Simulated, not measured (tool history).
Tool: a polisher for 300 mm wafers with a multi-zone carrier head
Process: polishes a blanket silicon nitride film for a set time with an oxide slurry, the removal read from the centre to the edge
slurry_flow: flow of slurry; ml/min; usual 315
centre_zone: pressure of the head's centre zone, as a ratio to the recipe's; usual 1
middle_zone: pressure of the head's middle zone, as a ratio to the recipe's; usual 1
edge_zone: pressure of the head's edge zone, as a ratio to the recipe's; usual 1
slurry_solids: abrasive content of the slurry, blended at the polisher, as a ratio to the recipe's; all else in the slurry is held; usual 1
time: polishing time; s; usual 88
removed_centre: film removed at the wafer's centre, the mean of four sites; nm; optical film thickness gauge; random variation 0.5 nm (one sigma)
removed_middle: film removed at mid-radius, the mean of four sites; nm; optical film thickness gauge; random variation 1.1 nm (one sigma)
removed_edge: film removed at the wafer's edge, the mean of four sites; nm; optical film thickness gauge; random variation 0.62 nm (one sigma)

| run | hour | slurry_flow | centre_zone | middle_zone | edge_zone | slurry_solids | time | incoming thickness of the incoming film, nm | removed_centre | removed_middle | removed_edge |
|---|---|---|---|---|---|---|---|---|---|---|---|
| 1 | 0 | 315 | 1 | 1 | 1 | 1 | 88 | 583.7 | 74.3 | 75.7 | 75.5 |
| 2 | 62.7 | 315 | 1 | 1 | 1 | 1 | 88 | 594.2 | 72.9 | 75.2 | 75.2 |
|  | 104.7 | worn pad replaced by a new one |
| 3 | 127.4 | 315 | 1 | 1 | 1 | 1 | 88 | 591.3 | 73.8 | 74 | 74.2 |
| 4 | 189.9 | 315 | 1 | 1 | 1 | 1 | 88 | 587 | 72.8 | 74.9 | 74.7 |
| 5 | 258.6 | 315 | 1 | 1 | 1 | 1 | 88 | 581 | 72.6 | 73.4 | 75.3 |
| 6 | 324.1 | 315 | 1 | 1.08 | 0.98 | 1 | 88 | 582 | 71.7 | 77.1 | 74.1 |
|  | 372.9 | worn pad replaced by a new one |
| 7 | 380.1 | 315 | 1 | 1 | 1 | 1 | 88 | 584.1 | 71.5 | 71.9 | 75.5 |
|  | 399.8 | edge zone pressure recalibrated |
|  | 413.5 | slurry nozzle cleaned |
| 8 | 531.1 | 315 | 1 | 1 | 1 | 1 | 88 | 591.3 | 75.1 | 76 | 77.4 |
|  | 590.9 | worn pad replaced by a new one |
| 9 | 595.2 | 315 | 1 | 1 | 1 | 0.8 | 88 | 596.4 | 67.5 | 68.6 | 69 |
| 10 | 622.8 | 315 | 1 | 1 | 1 | 0.8 | 88 | 585.9 | 67.5 | 67.3 | 68.6 |
|  | 644.5 | carrier head's membrane replaced by a new one, of another model than before |
| 11 | 681.1 | 315 | 1.11 | 1 | 1 | 1 | 88 | 594.8 | 87.8 | 77.6 | 76.2 |
| 12 | 741.7 | 315 | 1 | 1 | 1 | 1 | 88 | 582.4 | 73.7 | 76 | 75.4 |
|  | 753.9 | centre zone pressure recalibrated |
| 13 | 777.2 | 425 | 1 | 0.89 | 1 | 1 | 72 | 594 | 63 | 59.6 | 63.7 |
| 14 | 834.9 | 315 | 1.06 | 1 | 1.04 | 1 | 109 | 583.4 | 98.9 | 92.1 | 96.6 |
|  | 853.8 | worn pad replaced by a new one |
| 15 | 896.2 | 405 | 0.89 | 1 | 1 | 1.2 | 117 | 583.4 | 90.2 | 109.3 | 110.2 |
| 16 | 950 | 315 | 0.94 | 1 | 0.95 | 1 | 88 | 591.9 | 65.3 | 72.1 | 71.3 |
| 17 | 990.1 | 315 | 1 | 1 | 1 | 0.75 | 97 | 595.3 | 68.8 | 69.1 | 71 |
| 18 | 1046.1 | 405 | 0.89 | 1 | 1 | 1.2 | 117 | 594.3 | 89.2 | 105.5 | 109.8 |
|  | 1057.4 | worn pad replaced by a new one |
| 19 | 1092.2 | 315 | 1 | 1 | 1 | 1 | 88 | 596.5 | 71.2 | 69.9 | 73.9 |
|  | 1103.1 | edge zone pressure recalibrated |
|  | 1104.1 | slurry nozzle cleaned |
| 20 | 1136.2 | 365 | 1.05 | 1 | 0.91 | 1 | 59 | 594.9 | 55 | 50.8 | 47.1 |
| 21 | 1174.8 | 315 | 1 | 1.09 | 1.06 | 1 | 88 | 577.9 | 74.9 | 78.1 | 81 |

Some steps in removed_centre between neighbouring runs. How much of each would the tool show without its hidden state too (settings, what came in, random variation), and how much is left for the hidden state, with any gauge scatter that isn't in both results?
The hidden state here: removal rate lost through wear of the pad, %; slurry flow missing at the pad, %; deviation of the centre zone's pressure from its setpoint, %; deviation of the edge zone's pressure from its setpoint, %.
Run 7 -> 8: edge zone pressure recalibrated, slurry nozzle cleaned. removed_centre +3.6 nm: hidden state +3.6, all else +0.
Run 13 -> 14: slurry_flow 425 -> 315, centre_zone 1 -> 1.06, middle_zone 0.89 -> 1, edge_zone 1 -> 1.04, time 72 -> 109. removed_centre +35.9 nm: hidden state -2.2, all else +38.1.
Run 15 -> 16: slurry_flow 405 -> 315, centre_zone 0.89 -> 0.94, edge_zone 1 -> 0.95, slurry_solids 1.2 -> 1, time 117 -> 88. removed_centre -24.9 nm: hidden state -0.3, all else -24.6.
Run 19 -> 20: slurry_flow 315 -> 365, centre_zone 1 -> 1.05, edge_zone 1 -> 0.91, time 88 -> 59, edge zone pressure recalibrated, slurry nozzle cleaned. removed_centre -16.2 nm: hidden state +4.6, all else -20.8.
